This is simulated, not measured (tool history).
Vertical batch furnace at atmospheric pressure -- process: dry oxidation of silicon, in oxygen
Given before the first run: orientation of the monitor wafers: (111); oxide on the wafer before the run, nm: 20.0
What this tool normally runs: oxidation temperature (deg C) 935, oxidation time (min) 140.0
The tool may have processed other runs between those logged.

run,hour,oxidation temperature (deg C),oxidation time (min),"read-back reference wafer on the same gauge, thickness",oxide thickness on the monitor wafer (nm)
1,0.0,942,174.5,92.99,94.40
2,13.8,942,174.5,93.23,94.93
3,34.7,935,162.0,92.88,86.71
4,50.8,935,162.0,93.23,85.91
5,61.6,922,140.0,93.09,71.95
6,80.0,922,140.0,92.94,71.61
7,94.3,935,140.0,93.23,78.75
8,108.6,935,140.0,93.02,79.73
9,118.2,942,94.0,93.11,66.07
10,127.0,942,94.0,93.07,66.25
11,140.4,942,94.0,92.93,66.36
12,158.0,960,191.5,93.08,114.09
# hour 174.4: gauge calibrated
# hour 197.0: boat lift adjusted
13,197.5,935,140.0,93.13,78.78
14,202.6,951,199.5,93.14,110.13
15,213.2,935,71.0,93.05,54.35
16,225.9,935,140.0,93.15,78.94
# hour 260.8: thermocouples replaced and temperature profile calibrated
17,261.3,924,73.0,93.05,51.14
18,266.4,935,75.5,93.05,55.72
19,271.6,957,180.5,92.97,107.54
20,287.1,943,75.0,93.11,58.81
21,298.2,945,184.0,93.24,99.87
22,316.5,935,140.0,93.13,79.16
23,334.2,935,140.0,93.05,79.55

Branching from run 23: 3 alternative next runs. What would each branch give?
A,339.4,944,140.0,?,?
B,339.4,935,206.0,?,?
C,339.4,960,165.5,?,?

run,"read-back reference wafer on the same gauge, thickness",oxide thickness on the monitor wafer (nm)
A,93.20,83.81
B,93.20,99.19
C,93.20,103.24
With the hidden condition removed and each run's random variation left untouched, the same runs would have given:
run,oxide thickness on the monitor wafer (nm)
A,83.81
B,99.19
C,103.24

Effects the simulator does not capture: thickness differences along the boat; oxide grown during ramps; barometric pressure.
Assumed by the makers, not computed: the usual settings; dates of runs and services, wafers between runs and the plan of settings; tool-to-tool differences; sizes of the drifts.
